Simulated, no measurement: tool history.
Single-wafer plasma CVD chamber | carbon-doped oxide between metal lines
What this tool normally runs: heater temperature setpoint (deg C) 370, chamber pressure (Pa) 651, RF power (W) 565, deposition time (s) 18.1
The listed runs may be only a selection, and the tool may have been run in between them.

run,hour,heater temperature setpoint (deg C),chamber pressure (Pa),RF power (W),deposition time (s),"read-back reference wafer on the same gauge, thickness_nm",mean film thickness on the monitor wafer (nm)
1,0.0,370,651,565,18.1,84.628,88.206
2,16.9,370,651,565,18.1,84.598,88.223
3,26.7,370,651,565,18.1,84.637,87.798
4,43.9,370,651,565,18.1,84.627,87.953
5,55.7,370,651,565,18.1,84.565,87.880
6,67.2,370,651,565,18.1,84.539,87.765
7,79.2,370,651,565,18.1,84.588,87.980
8,87.7,359,651,565,18.1,84.559,90.216
9,129.0,359,651,565,18.1,84.564,90.118
10,142.0,359,651,565,18.1,84.627,89.906
11,156.6,370,651,565,18.9,84.552,91.324
# hour 174.4: showerhead replaced
12,174.9,383,501,600,20.4,84.593,97.224
13,180.9,370,651,565,18.1,84.560,87.281
# hour 194.1: thermocouple changed; heater temperature recalibrated
14,197.8,370,651,610,16.2,84.607,84.174
15,204.5,374,579,465,15.2,84.578,61.455
16,212.0,370,651,565,18.1,84.622,88.402
# hour 226.9: RF generator calibrated
17,227.4,375,651,565,20.0,84.516,103.039
18,228.2,370,651,565,16.4,84.555,85.795
19,245.0,374,523,565,18.1,84.635,91.786
20,258.1,370,651,565,20.2,84.525,105.231
21,276.0,370,551,500,18.1,84.651,84.262
# hour 291.2: gauge calibrated
# hour 291.8: capacitance manometer re-zeroed and calibrated
22,292.3,370,651,565,19.8,84.632,103.117
23,296.0,370,651,565,16.3,84.575,85.125
24,323.2,366,568,605,18.1,84.570,98.784
25,340.6,379,756,565,18.1,84.682,93.493
26,356.7,370,651,565,18.1,84.574,93.999
27,364.1,370,651,565,18.1,84.582,94.026
28,376.5,357,651,565,20.9,84.637,111.943
29,387.5,370,568,565,18.1,84.643,92.833

Predict each of these 4 candidate next runs independently; none follows another, all start after run 29:
A,387.9,370,651,565,18.1,?,?
B,387.9,375,651,620,18.1,?,?
C,387.9,370,544,475,19.6,?,?
D,387.9,363,651,565,15.4,?,?

run,"read-back reference wafer on the same gauge, thickness_nm",mean film thickness on the monitor wafer (nm)
A,84.630,93.629
B,84.630,99.151
C,84.630,86.281
D,84.630,81.429
Without the tool's unlogged condition, the same runs would have read:
run,mean film thickness on the monitor wafer (nm)
A,95.102
B,100.708
C,87.898
D,82.725
